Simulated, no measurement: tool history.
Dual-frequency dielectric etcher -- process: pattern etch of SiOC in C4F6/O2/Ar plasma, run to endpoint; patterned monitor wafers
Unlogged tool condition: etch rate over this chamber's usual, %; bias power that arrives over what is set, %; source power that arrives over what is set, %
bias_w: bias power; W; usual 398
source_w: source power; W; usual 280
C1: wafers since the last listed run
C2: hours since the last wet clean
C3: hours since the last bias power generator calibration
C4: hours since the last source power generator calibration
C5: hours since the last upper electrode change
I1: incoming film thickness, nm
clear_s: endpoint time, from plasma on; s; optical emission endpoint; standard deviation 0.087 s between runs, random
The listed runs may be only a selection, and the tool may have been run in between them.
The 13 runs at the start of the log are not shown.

{"day": 7.342, "done": "bias power generator calibrated"}
{"day": 7.375, "done": "source power generator calibrated"}
{"run": 14, "day": 8.604, "bias_w": 398, "source_w": 230, "C1": 401, "C2": 46.4, "C3": 30.3, "C4": 29.5, "C5": 5012.3, "I1": 26.66, "clear_s": 11}
{"day": 9.767, "done": "upper electrode replaced"}
{"run": 15, "day": 9.788, "bias_w": 398, "source_w": 280, "C1": 43, "C2": 74.8, "C3": 58.7, "C4": 57.9, "C5": 0.5, "I1": 26.54, "clear_s": 10.4}
{"run": 16, "day": 9.933, "bias_w": 398, "source_w": 280, "C1": 34, "C2": 78.3, "C3": 62.2, "C4": 61.4, "C5": 4, "I1": 26.63, "clear_s": 10.3}
{"run": 17, "day": 10.512, "bias_w": 321, "source_w": 330, "C1": 136, "C2": 92.2, "C3": 76.1, "C4": 75.3, "C5": 17.9, "I1": 26.7, "clear_s": 11}
{"run": 18, "day": 10.992, "bias_w": 398, "source_w": 280, "C1": 113, "C2": 103.7, "C3": 87.6, "C4": 86.8, "C5": 29.4, "I1": 26.84, "clear_s": 10.5}
{"run": 19, "day": 11.308, "bias_w": 497, "source_w": 260, "C1": 74, "C2": 111.3, "C3": 95.2, "C4": 94.4, "C5": 37, "I1": 26.61, "clear_s": 9.7}
{"run": 20, "day": 11.7, "bias_w": 352, "source_w": 230, "C1": 92, "C2": 120.7, "C3": 104.6, "C4": 103.8, "C5": 46.4, "I1": 26.77, "clear_s": 11.7}
{"run": 21, "day": 12.083, "bias_w": 306, "source_w": 220, "C1": 90, "C2": 129.9, "C3": 113.8, "C4": 113, "C5": 55.6, "I1": 26.82, "clear_s": 12.5}
{"run": 22, "day": 12.467, "bias_w": 341, "source_w": 330, "C1": 90, "C2": 139.1, "C3": 123, "C4": 122.2, "C5": 64.8, "I1": 26.43, "clear_s": 10.6}
{"run": 23, "day": 13.021, "bias_w": 398, "source_w": 280, "C1": 130, "C2": 152.4, "C3": 136.3, "C4": 135.5, "C5": 78.1, "I1": 26.52, "clear_s": 10.4}
{"run": 24, "day": 13.575, "bias_w": 304, "source_w": 350, "C1": 130, "C2": 165.7, "C3": 149.6, "C4": 148.8, "C5": 91.4, "I1": 26.71, "clear_s": 11.1}
{"run": 25, "day": 14.183, "bias_w": 432, "source_w": 220, "C1": 143, "C2": 180.3, "C3": 164.2, "C4": 163.4, "C5": 106, "I1": 26.87, "clear_s": 10.6}
{"run": 26, "day": 14.8, "bias_w": 457, "source_w": 210, "C1": 145, "C2": 195.1, "C3": 179, "C4": 178.2, "C5": 120.8, "I1": 26.41, "clear_s": 10.4}

What will run 27 give?
{"run": 27, "day": 15.329, "bias_w": 306, "source_w": 220, "C1": 125, "C2": 207.8, "C3": 191.7, "C4": 190.9, "C5": 133.5, "I1": 26.58, "clear_s": "?"}

{"run 27": {"clear_s": 12.3}}
Were there no unlogged condition in the tool, this run, its random variation unchanged, would have produced clear_s 12.6 s.

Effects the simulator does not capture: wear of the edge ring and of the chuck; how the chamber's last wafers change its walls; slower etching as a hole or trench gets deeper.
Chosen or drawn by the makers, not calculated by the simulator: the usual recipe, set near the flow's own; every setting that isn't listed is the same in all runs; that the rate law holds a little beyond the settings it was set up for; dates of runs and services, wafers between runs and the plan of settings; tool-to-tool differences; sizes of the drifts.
